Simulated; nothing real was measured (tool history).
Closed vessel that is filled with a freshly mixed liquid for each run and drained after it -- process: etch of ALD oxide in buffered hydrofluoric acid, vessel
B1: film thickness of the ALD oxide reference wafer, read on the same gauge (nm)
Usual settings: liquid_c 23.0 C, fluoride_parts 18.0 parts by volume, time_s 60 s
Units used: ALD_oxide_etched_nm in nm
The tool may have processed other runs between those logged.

Run 1, hour 0.0: usual settings but time_s 35 s; B1 79.99. Result: ALD_oxide_etched_nm 52.65 nm.
Run 2, hour 49.9: usual settings; B1 80.02. Result: ALD_oxide_etched_nm 89.84 nm.
Run 3, hour 78.4: usual settings but liquid_c 19.5 C; B1 80.01. Result: ALD_oxide_etched_nm 73.37 nm.
Run 4, hour 102.5: usual settings but fluoride_parts 15.0 parts by volume; B1 80.01. Result: ALD_oxide_etched_nm 107.24 nm.
Run 5, hour 159.0: usual settings but fluoride_parts 15.0 parts by volume; B1 80.03. Result: ALD_oxide_etched_nm 106.69 nm.
Run 6, hour 221.5: usual settings but fluoride_parts 15.0 parts by volume; B1 80.01. Result: ALD_oxide_etched_nm 106.18 nm.
Run 7, hour 251.7: usual settings; B1 80.01. Result: ALD_oxide_etched_nm 88.51 nm.
At hour 284.9: gauge calibrated.
Run 8, hour 285.1: usual settings; B1 79.99. Result: ALD_oxide_etched_nm 88.49 nm.
Run 9, hour 330.1: usual settings; B1 79.99. Result: ALD_oxide_etched_nm 87.58 nm.
At hour 357.5: thermometer replaced.
Run 10, hour 392.4: usual settings but liquid_c 19.0 C, fluoride_parts 22.0 parts by volume, time_s 95 s; B1 80.00. Result: ALD_oxide_etched_nm 97.85 nm.
Run 11, hour 443.5: usual settings but fluoride_parts 23.5 parts by volume; B1 80.01. Result: ALD_oxide_etched_nm 73.77 nm.
At hour 447.6: hydrofluoric acid flow meter replaced.
Run 12, hour 485.0: usual settings; B1 79.97. Result: ALD_oxide_etched_nm 93.68 nm.
Run 13, hour 529.5: usual settings but liquid_c 25.5 C, fluoride_parts 15.5 parts by volume, time_s 80 s; B1 80.00. Result: ALD_oxide_etched_nm 165.72 nm.
Run 14, hour 584.3: usual settings but liquid_c 25.5 C, fluoride_parts 14.0 parts by volume; B1 80.00. Result: ALD_oxide_etched_nm 136.40 nm.
Run 15, hour 628.9: usual settings but liquid_c 24.5 C, fluoride_parts 23.0 parts by volume, time_s 30 s; B1 80.00. Result: ALD_oxide_etched_nm 41.54 nm.
Run 16, hour 661.7: usual settings but liquid_c 26.5 C, fluoride_parts 24.0 parts by volume, time_s 30 s; B1 80.01. Result: ALD_oxide_etched_nm 44.68 nm.
Run 17, hour 720.5: usual settings; B1 80.00. Result: ALD_oxide_etched_nm 91.80 nm.
Run 18, hour 758.6: usual settings; B1 80.04. Result: ALD_oxide_etched_nm 92.01 nm.
Run 19, hour 807.6: usual settings but fluoride_parts 13.0 parts by volume, time_s 70 s; B1 80.01. Result: ALD_oxide_etched_nm 147.23 nm.

Measured minus without-hidden-state, run by run (identical run-to-run variation in each term; gauge scatter may differ):
The hidden state here: liquid colder than its thermometer reads (K); hydrofluoric acid flow below the setpoint (%); gauge reads high (%).
run  ALD_oxide_etched_nm
  1                -2.86
  2                -5.22
  3                -4.45
  4                -6.57
  5                -7.06
  6                -7.49
  7                -6.46
  8                -6.67
  9                -6.93
 10                -3.80
 11                -3.08
 12                -1.08
 13                -2.46
 14                -2.54
 15                -0.71
 16                -0.84
 17                -2.60
 18                -2.84
 19                -5.06
